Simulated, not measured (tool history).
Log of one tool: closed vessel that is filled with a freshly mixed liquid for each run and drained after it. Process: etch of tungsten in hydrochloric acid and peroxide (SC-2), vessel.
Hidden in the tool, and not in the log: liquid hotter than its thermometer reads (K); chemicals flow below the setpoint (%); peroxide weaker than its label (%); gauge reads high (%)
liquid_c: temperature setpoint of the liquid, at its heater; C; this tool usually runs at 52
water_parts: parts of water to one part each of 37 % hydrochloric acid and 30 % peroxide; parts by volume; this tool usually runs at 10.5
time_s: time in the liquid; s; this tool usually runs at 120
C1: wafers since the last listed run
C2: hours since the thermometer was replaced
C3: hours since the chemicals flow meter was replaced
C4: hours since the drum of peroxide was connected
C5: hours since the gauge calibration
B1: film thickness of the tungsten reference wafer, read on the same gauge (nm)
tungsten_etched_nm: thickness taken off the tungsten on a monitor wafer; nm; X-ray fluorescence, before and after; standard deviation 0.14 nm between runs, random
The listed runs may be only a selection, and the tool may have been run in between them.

Run 1, hour 0: usual settings; C1 0; C2 1460.5; C3 1133.3; C4 155; C5 203.8; B1 40.06. Result: tungsten_etched_nm 45.51 nm.
Run 2, hour 11.5: usual settings; C1 937; C2 1472; C3 1144.8; C4 166.5; C5 215.3; B1 40.01. Result: tungsten_etched_nm 45.46 nm.
Run 3, hour 20.6: usual settings; C1 741; C2 1481.1; C3 1153.9; C4 175.6; C5 224.4; B1 39.96. Result: tungsten_etched_nm 45.47 nm.
Run 4, hour 31: usual settings but water_parts 9 parts by volume; C1 847; C2 1491.5; C3 1164.3; C4 186; C5 234.8; B1 40. Result: tungsten_etched_nm 51.52 nm.
Run 5, hour 48.7: usual settings but liquid_c 48 C; C1 1442; C2 1509.2; C3 1182; C4 203.7; C5 252.5; B1 39.96. Result: tungsten_etched_nm 34.93 nm.
Run 6, hour 58: usual settings but liquid_c 48 C; C1 758; C2 1518.5; C3 1191.3; C4 213; C5 261.8; B1 40.04. Result: tungsten_etched_nm 34.69 nm.
Run 7, hour 67.9: usual settings; C1 806; C2 1528.4; C3 1201.2; C4 222.9; C5 271.7; B1 39.99. Result: tungsten_etched_nm 45.3 nm.
Run 8, hour 85: usual settings; C1 1393; C2 1545.5; C3 1218.3; C4 240; C5 288.8; B1 39.97. Result: tungsten_etched_nm 45.5 nm.
Run 9, hour 99: usual settings; C1 1141; C2 1559.5; C3 1232.3; C4 254; C5 302.8; B1 39.93. Result: tungsten_etched_nm 45.3 nm.
Run 10, hour 109: usual settings but time_s 150 s; C1 815; C2 1569.5; C3 1242.3; C4 264; C5 312.8; B1 40. Result: tungsten_etched_nm 56.52 nm.
Run 11, hour 124.1: usual settings but time_s 150 s; C1 1230; C2 1584.6; C3 1257.4; C4 279.1; C5 327.9; B1 40.04. Result: tungsten_etched_nm 56.3 nm.
Run 12, hour 132.3: usual settings; C1 668; C2 1592.8; C3 1265.6; C4 287.3; C5 336.1; B1 40.04. Result: tungsten_etched_nm 45.01 nm.
Run 13, hour 148.8: usual settings; C1 1344; C2 1609.3; C3 1282.1; C4 303.8; C5 352.6; B1 40.01. Result: tungsten_etched_nm 44.89 nm.
At hour 160.1: chemicals flow meter replaced.
Run 14, hour 162.6: usual settings but liquid_c 43.5 C, time_s 170 s; C1 1043; C2 1623.1; C3 2.5; C4 317.6; C5 366.4; B1 40.01. Result: tungsten_etched_nm 38.33 nm.
Run 15, hour 174.8: usual settings but liquid_c 59.5 C, water_parts 6.5 parts by volume, time_s 165 s; C1 994; C2 1635.3; C3 14.7; C4 329.8; C5 378.6; B1 40.03. Result: tungsten_etched_nm 156.98 nm.
Run 16, hour 182.3: usual settings but liquid_c 47.5 C, time_s 140 s; C1 611; C2 1642.8; C3 22.2; C4 337.3; C5 386.1; B1 39.96. Result: tungsten_etched_nm 41.44 nm.
Run 17, hour 189.2: usual settings but liquid_c 48 C, time_s 140 s; C1 562; C2 1649.7; C3 29.1; C4 344.2; C5 393; B1 40.01. Result: tungsten_etched_nm 42.95 nm.
Run 18, hour 203.7: usual settings but liquid_c 45 C, water_parts 13 parts by volume, time_s 175 s; C1 1181; C2 1664.2; C3 43.6; C4 358.7; C5 407.5; B1 39.98. Result: tungsten_etched_nm 36.41 nm.
At hour 218.5: gauge calibrated.
Run 19, hour 221.2: usual settings but liquid_c 48.5 C; C1 1426; C2 1681.7; C3 61.1; C4 376.2; C5 2.7; B1 39.99. Result: tungsten_etched_nm 37.62 nm.
Run 20, hour 228.4: usual settings but time_s 60 s; C1 586; C2 1688.9; C3 68.3; C4 383.4; C5 9.9; B1 40.01. Result: tungsten_etched_nm 23.78 nm.
Run 21, hour 244.2: usual settings but water_parts 6.5 parts by volume, time_s 185 s; C1 1287; C2 1704.7; C3 84.1; C4 399.2; C5 25.7; B1 40.05. Result: tungsten_etched_nm 108.45 nm.
Run 22, hour 272.4: usual settings but liquid_c 43 C, water_parts 13.5 parts by volume, time_s 100 s; C1 2298; C2 1732.9; C3 112.3; C4 427.4; C5 53.9; B1 40.03. Result: tungsten_etched_nm 17.44 nm.
At hour 284.5: thermometer replaced.
Run 23, hour 286.7: usual settings; C1 1084; C2 2.2; C3 126.6; C4 441.7; C5 68.2; B1 40.05. Result: tungsten_etched_nm 47.4 nm.
Run 24, hour 301.8: usual settings; C1 1230; C2 17.3; C3 141.7; C4 456.8; C5 83.3; B1 40.02. Result: tungsten_etched_nm 47.56 nm.
At hour 312: new drum of peroxide connected.
Run 25, hour 316.8: usual settings; C1 1141; C2 32.3; C3 156.7; C4 4.8; C5 98.3; B1 40.03. Result: tungsten_etched_nm 47.49 nm.
Run 26, hour 330: usual settings but liquid_c 59.5 C; C1 1075; C2 45.5; C3 169.9; C4 18; C5 111.5; B1 39.98. Result: tungsten_etched_nm 77.4 nm.
Run 27, hour 339.1: usual settings but liquid_c 61.5 C, water_parts 8 parts by volume, time_s 180 s; C1 741; C2 54.6; C3 179; C4 27.1; C5 120.6; B1 40.02. Result: tungsten_etched_nm 164.7 nm.
Run 28, hour 392.5: usual settings but time_s 100 s; C1 4352; C2 108; C3 232.4; C4 80.5; C5 174; B1 40.03. Result: tungsten_etched_nm 39.56 nm.
Run 29, hour 401.9: usual settings but liquid_c 44.5 C, time_s 155 s; C1 766; C2 117.4; C3 241.8; C4 89.9; C5 183.4; B1 39.95. Result: tungsten_etched_nm 37.05 nm.
Run 30, hour 423.4: usual settings but time_s 100 s; C1 1752; C2 138.9; C3 263.3; C4 111.4; C5 204.9; B1 39.99. Result: tungsten_etched_nm 39.51 nm.

Forecast each of these 4 alternatives for the next run:
Run A, hour 424.1: usual settings but time_s 75 s; C1 57; C2 139.6; C3 264; C4 112.1; C5 205.6; B1 ?. Result: tungsten_etched_nm ?.
Run B, hour 424.1: usual settings but liquid_c 45.5 C, water_parts 8.5 parts by volume; C1 57; C2 139.6; C3 264; C4 112.1; C5 205.6; B1 ?. Result: tungsten_etched_nm ?.
Run C, hour 424.1: usual settings but liquid_c 57 C, water_parts 13.5 parts by volume; C1 57; C2 139.6; C3 264; C4 112.1; C5 205.6; B1 ?. Result: tungsten_etched_nm ?.
Run D, hour 424.1: usual settings but liquid_c 45 C; C1 57; C2 139.6; C3 264; C4 112.1; C5 205.6; B1 ?. Result: tungsten_etched_nm ?.

run     B1  tungsten_etched_nm
  A  39.99               29.54
  B  39.99               36.37
  C  39.99               52.69
  D  39.99               29.51
Without the tool's unlogged condition, the same runs would have read:
run  tungsten_etched_nm
  A                  30
  B               36.91
  C               53.53
  D               29.96

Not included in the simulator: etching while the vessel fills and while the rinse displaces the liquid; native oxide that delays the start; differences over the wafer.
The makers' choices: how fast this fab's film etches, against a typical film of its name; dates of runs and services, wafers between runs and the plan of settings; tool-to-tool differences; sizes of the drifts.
